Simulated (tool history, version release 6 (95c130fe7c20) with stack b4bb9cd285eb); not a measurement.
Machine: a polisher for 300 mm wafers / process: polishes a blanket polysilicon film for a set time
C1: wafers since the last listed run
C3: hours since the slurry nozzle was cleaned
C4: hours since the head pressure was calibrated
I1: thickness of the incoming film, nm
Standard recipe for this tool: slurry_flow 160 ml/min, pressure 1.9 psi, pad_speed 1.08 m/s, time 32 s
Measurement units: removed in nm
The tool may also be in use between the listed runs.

{"run": 1, "hour": 0.0, "slurry_flow": 160, "pressure": 1.9, "pad_speed": 1.08, "time": 32, "C1": 0, "wafers polished on this pad": 11238, "C3": 485, "C4": 40.2, "I1": 2224.7, "removed": 170.9}
{"hour": 22.8, "done": "worn pad replaced by a new one"}
{"run": 2, "hour": 62.3, "slurry_flow": 160, "pressure": 1.9, "pad_speed": 1.08, "time": 32, "C1": 897, "wafers polished on this pad": 607, "C3": 547.3, "C4": 102.5, "I1": 2277.3, "removed": 165.1}
{"hour": 111.9, "done": "slurry nozzle cleaned"}
{"run": 3, "hour": 126.7, "slurry_flow": 120, "pressure": 1.9, "pad_speed": 1.08, "time": 32, "C1": 975, "wafers polished on this pad": 1583, "C3": 14.8, "C4": 166.9, "I1": 2262.5, "removed": 158.1}
{"run": 4, "hour": 210.0, "slurry_flow": 160, "pressure": 1.9, "pad_speed": 1.08, "time": 32, "C1": 1281, "wafers polished on this pad": 2865, "C3": 98.1, "C4": 250.2, "I1": 2252, "removed": 164.5}
{"run": 5, "hour": 314.2, "slurry_flow": 160, "pressure": 1.9, "pad_speed": 1.08, "time": 32, "C1": 1603, "wafers polished on this pad": 4468, "C3": 202.3, "C4": 354.4, "I1": 2250.7, "removed": 158.3}
{"run": 6, "hour": 386.7, "slurry_flow": 160, "pressure": 1.9, "pad_speed": 1.18, "time": 32, "C1": 1115, "wafers polished on this pad": 5584, "C3": 274.8, "C4": 426.9, "I1": 2210.5, "removed": 177}
{"run": 7, "hour": 493.3, "slurry_flow": 160, "pressure": 1.9, "pad_speed": 1.18, "time": 32, "C1": 1640, "wafers polished on this pad": 7224, "C3": 381.4, "C4": 533.5, "I1": 2220.3, "removed": 174.1}
{"run": 8, "hour": 623.2, "slurry_flow": 160, "pressure": 1.9, "pad_speed": 1.18, "time": 32, "C1": 1998, "wafers polished on this pad": 9223, "C3": 511.3, "C4": 663.4, "I1": 2231.7, "removed": 172}
{"hour": 670.0, "done": "worn pad replaced by a new one"}
{"run": 9, "hour": 705.7, "slurry_flow": 160, "pressure": 1.9, "pad_speed": 1.08, "time": 32, "C1": 1207, "wafers polished on this pad": 548, "C3": 593.8, "C4": 745.9, "I1": 2270, "removed": 158.8}
{"hour": 712.4, "done": "slurry nozzle cleaned"}
{"hour": 727.3, "done": "head pressure recalibrated"}
{"run": 10, "hour": 781.0, "slurry_flow": 160, "pressure": 1.9, "pad_speed": 1.08, "time": 32, "C1": 1112, "wafers polished on this pad": 1661, "C3": 68.6, "C4": 53.7, "I1": 2236.5, "removed": 181.4}
{"run": 11, "hour": 877.8, "slurry_flow": 190, "pressure": 1.9, "pad_speed": 1.08, "time": 32, "C1": 1489, "wafers polished on this pad": 3150, "C3": 165.4, "C4": 150.5, "I1": 2226, "removed": 189.5}
{"run": 12, "hour": 930.0, "slurry_flow": 160, "pressure": 1.9, "pad_speed": 1.08, "time": 32, "C1": 803, "wafers polished on this pad": 3954, "C3": 217.6, "C4": 202.7, "I1": 2241.3, "removed": 178.4}
{"run": 13, "hour": 975.2, "slurry_flow": 160, "pressure": 1.9, "pad_speed": 1.08, "time": 32, "C1": 695, "wafers polished on this pad": 4649, "C3": 262.8, "C4": 247.9, "I1": 2203.9, "removed": 174.4}
{"run": 14, "hour": 1011.4, "slurry_flow": 160, "pressure": 1.9, "pad_speed": 1.08, "time": 32, "C1": 557, "wafers polished on this pad": 5206, "C3": 299, "C4": 284.1, "I1": 2203.7, "removed": 177.9}
{"run": 15, "hour": 1117.8, "slurry_flow": 160, "pressure": 1.9, "pad_speed": 1.08, "time": 32, "C1": 1637, "wafers polished on this pad": 6843, "C3": 405.4, "C4": 390.5, "I1": 2222.9, "removed": 177.6}
{"run": 16, "hour": 1162.0, "slurry_flow": 160, "pressure": 1.5, "pad_speed": 1.08, "time": 28, "C1": 680, "wafers polished on this pad": 7524, "C3": 449.6, "C4": 434.7, "I1": 2244.6, "removed": 136.5}
{"hour": 1244.1, "done": "head pressure recalibrated, repeated, since the last time left the tool worse"}
{"hour": 1336.8, "done": "slurry nozzle cleaned"}
{"run": 17, "hour": 1354.3, "slurry_flow": 160, "pressure": 1.9, "pad_speed": 1.08, "time": 32, "C1": 2912, "wafers polished on this pad": 10437, "C3": 17.5, "C4": 110.2, "I1": 2232.6, "removed": 168}
{"run": 18, "hour": 1395.2, "slurry_flow": 160, "pressure": 1.9, "pad_speed": 1.08, "time": 32, "C1": 629, "wafers polished on this pad": 11066, "C3": 58.4, "C4": 151.1, "I1": 2219, "removed": 165.5}
{"hour": 1435.9, "done": "worn pad replaced by a new one"}
{"run": 19, "hour": 1479.1, "slurry_flow": 195, "pressure": 1.9, "pad_speed": 1.46, "time": 38, "C1": 1229, "wafers polished on this pad": 664, "C3": 142.3, "C4": 235, "I1": 2218.6, "removed": 264.6}
{"run": 20, "hour": 1571.1, "slurry_flow": 160, "pressure": 1.7, "pad_speed": 1.08, "time": 32, "C1": 1415, "wafers polished on this pad": 2079, "C3": 234.3, "C4": 327, "I1": 2245.8, "removed": 145.9}
{"run": 21, "hour": 1689.7, "slurry_flow": 140, "pressure": 1.9, "pad_speed": 1.08, "time": 32, "C1": 1824, "wafers polished on this pad": 3904, "C3": 352.9, "C4": 445.6, "I1": 2248.2, "removed": 154.5}
{"run": 22, "hour": 1791.0, "slurry_flow": 160, "pressure": 2.5, "pad_speed": 1.08, "time": 38, "C1": 1558, "wafers polished on this pad": 5463, "C3": 454.2, "C4": 546.9, "I1": 2240.7, "removed": 230.2}
{"run": 23, "hour": 1888.3, "slurry_flow": 200, "pressure": 2.4, "pad_speed": 0.92, "time": 32, "C1": 1497, "wafers polished on this pad": 6960, "C3": 551.5, "C4": 644.2, "I1": 2204, "removed": 166.4}
{"hour": 1897.1, "done": "head pressure recalibrated"}
{"run": 24, "hour": 1957.2, "slurry_flow": 135, "pressure": 2.2, "pad_speed": 1.24, "time": 32, "C1": 1029, "wafers polished on this pad": 7990, "C3": 620.4, "C4": 60.1, "I1": 2226, "removed": 206.1}
{"hour": 2020.2, "done": "slurry nozzle cleaned"}
{"run": 25, "hour": 2028.1, "slurry_flow": 160, "pressure": 1.9, "pad_speed": 1.08, "time": 32, "C1": 1075, "wafers polished on this pad": 9066, "C3": 7.9, "C4": 131, "I1": 2213.3, "removed": 168.5}
{"run": 26, "hour": 2128.3, "slurry_flow": 160, "pressure": 2.1, "pad_speed": 1.08, "time": 41, "C1": 1541, "wafers polished on this pad": 10607, "C3": 108.1, "C4": 231.2, "I1": 2223.1, "removed": 222.9}
{"run": 27, "hour": 2166.2, "slurry_flow": 195, "pressure": 1.7, "pad_speed": 0.96, "time": 32, "C1": 583, "wafers polished on this pad": 11191, "C3": 146, "C4": 269.1, "I1": 2205.8, "removed": 139.7}
{"hour": 2173.6, "done": "worn pad replaced by a new one"}
{"run": 28, "hour": 2461.8, "slurry_flow": 160, "pressure": 1.9, "pad_speed": 1.08, "time": 27, "C1": 4487, "wafers polished on this pad": 4434, "C3": 441.6, "C4": 564.7, "I1": 2229.3, "removed": 135.2}
{"hour": 2498.4, "done": "head pressure recalibrated"}
{"run": 29, "hour": 2548.3, "slurry_flow": 160, "pressure": 1.9, "pad_speed": 0.84, "time": 32, "C1": 1300, "wafers polished on this pad": 5734, "C3": 528.1, "C4": 49.9, "I1": 2274.4, "removed": 129.8}
{"hour": 2618.8, "done": "slurry nozzle cleaned"}
{"run": 30, "hour": 2626.8, "slurry_flow": 160, "pressure": 2.5, "pad_speed": 1.2, "time": 29, "C1": 1192, "wafers polished on this pad": 6927, "C3": 8, "C4": 128.4, "I1": 2202.9, "removed": 198.2}
{"run": 31, "hour": 2702.1, "slurry_flow": 160, "pressure": 1.6, "pad_speed": 1.3, "time": 32, "C1": 1158, "wafers polished on this pad": 8085, "C3": 83.3, "C4": 203.7, "I1": 2227.3, "removed": 177.4}
{"run": 32, "hour": 2783.8, "slurry_flow": 160, "pressure": 1.9, "pad_speed": 1.08, "time": 32, "C1": 1257, "wafers polished on this pad": 9343, "C3": 165, "C4": 285.4, "I1": 2232.9, "removed": 158.8}
{"hour": 2861.0, "done": "worn pad replaced by a new one"}
{"run": 33, "hour": 2886.4, "slurry_flow": 195, "pressure": 1.2, "pad_speed": 0.9, "time": 21, "C1": 1517, "wafers polished on this pad": 391, "C3": 267.6, "C4": 388, "I1": 2279.8, "removed": 68.4}
{"run": 34, "hour": 2954.4, "slurry_flow": 160, "pressure": 1.9, "pad_speed": 1.08, "time": 23, "C1": 1046, "wafers polished on this pad": 1437, "C3": 335.6, "C4": 456, "I1": 2187.4, "removed": 119.5}
{"run": 35, "hour": 3044.4, "slurry_flow": 195, "pressure": 1.9, "pad_speed": 1.46, "time": 38, "C1": 1384, "wafers polished on this pad": 2822, "C3": 425.6, "C4": 546, "I1": 2199.5, "removed": 259.1}

Some steps in removed between neighbouring runs. How much of each would the tool show without its hidden state too (settings, what came in, random variation), and how much is left for the hidden state, with any gauge scatter that isn't in both results?
Hidden state at play: removal rate lost through wear of the pad, %; slurry flow missing at the pad, %; deviation of the head's pressure from its setpoint, %.
Run 9 -> 10: slurry nozzle cleaned, head pressure recalibrated. removed +22.6 nm: hidden state +24.1, all else -1.5.
Run 16 -> 17: pressure 1.5 -> 1.9, time 28 -> 32, head pressure recalibrated, repeated, since the last time left the tool worse, slurry nozzle cleaned. removed +31.5 nm: hidden state -9.3, all else +40.8.
Run 18 -> 19: slurry_flow 160 -> 195, pad_speed 1.08 -> 1.46, time 32 -> 38, worn pad replaced by a new one. removed +99.1 nm: hidden state -5.5, all else +104.6.
Run 19 -> 20: slurry_flow 195 -> 160, pressure 1.9 -> 1.7, pad_speed 1.46 -> 1.08, time 38 -> 32. removed -118.7 nm: hidden state +3.3, all else -122.
Run 34 -> 35: slurry_flow 160 -> 195, pad_speed 1.08 -> 1.46, time 23 -> 38. removed +139.6 nm: hidden state -8.8, all else +148.4.
